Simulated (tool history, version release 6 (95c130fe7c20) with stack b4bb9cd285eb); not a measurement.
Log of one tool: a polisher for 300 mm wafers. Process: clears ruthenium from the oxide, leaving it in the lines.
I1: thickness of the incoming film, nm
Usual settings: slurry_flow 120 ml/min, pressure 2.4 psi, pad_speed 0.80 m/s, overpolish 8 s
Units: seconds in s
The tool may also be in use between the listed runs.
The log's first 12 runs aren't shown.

Run 13, hour 975.9: usual settings but pad_speed 0.60 m/s; I1 140.3. Result: seconds 153.4 s.
Run 14, hour 1076.0: usual settings but overpolish 10 s; I1 138.1. Result: seconds 126.3 s.
Run 15, hour 1183.9: usual settings; I1 141.3. Result: seconds 125.7 s.
At hour 1217.5: head pressure recalibrated.
Run 16, hour 1240.3: usual settings but overpolish 13 s; I1 141.2. Result: seconds 135.7 s.
At hour 1273.2: slurry nozzle cleaned.
At hour 1415.8: worn pad replaced by a new one.
Run 17, hour 1473.4: usual settings; I1 139.7. Result: seconds 130.0 s.
Run 18, hour 1552.2: usual settings but slurry_flow 85 ml/min, overpolish 13 s; I1 139.0. Result: seconds 145.6 s.
Run 19, hour 1607.4: usual settings but pressure 1.6 psi, pad_speed 0.90 m/s, overpolish 12 s; I1 140.1. Result: seconds 179.8 s.
Run 20, hour 1714.8: usual settings; I1 139.4. Result: seconds 126.0 s.
Run 21, hour 1785.2: usual settings but overpolish 12 s; I1 139.5. Result: seconds 122.9 s.
Run 22, hour 1827.4: usual settings but pad_speed 0.96 m/s; I1 139.7. Result: seconds 110.8 s.
At hour 1855.6: head pressure recalibrated.
Run 23, hour 1931.2: usual settings but pressure 1.8 psi, pad_speed 1.00 m/s, overpolish 4 s; I1 140.4. Result: seconds 151.8 s.
At hour 2013.3: slurry nozzle cleaned.
At hour 2019.4: worn pad replaced by a new one, of another model than before.
Run 24, hour 2029.2: usual settings but slurry_flow 135 ml/min; I1 140.1. Result: seconds 131.6 s.
Run 25, hour 2089.4: usual settings but slurry_flow 140 ml/min; I1 142.3. Result: seconds 132.2 s.
Run 26, hour 2127.8: usual settings but slurry_flow 95 ml/min, pressure 2.9 psi, pad_speed 0.58 m/s, overpolish 12 s; I1 138.6. Result: seconds 136.7 s.
Run 27, hour 2213.0: usual settings; I1 141.4. Result: seconds 132.2 s.
Run 28, hour 2306.9: usual settings but pressure 2.9 psi, overpolish 10 s; I1 142.8. Result: seconds 113.8 s.
Run 29, hour 2379.3: usual settings but pressure 2.1 psi, pad_speed 0.68 m/s, overpolish 11 s; I1 140.5. Result: seconds 148.2 s.
Run 30, hour 2482.7: usual settings; I1 139.5. Result: seconds 121.9 s.
At hour 2532.3: head pressure recalibrated.
Run 31, hour 2538.9: usual settings; I1 140.5. Result: seconds 134.6 s.

Forecast run 32:
At hour 2603.8: worn pad replaced by a new one.
At hour 2620.4: slurry nozzle cleaned.
Run 32, hour 2624.2: usual settings; I1 142.4. Result: seconds ?.

{"run 32": {"seconds": 135.0}}
Without the tool's hidden state the same run would have given seconds 136.1 s.
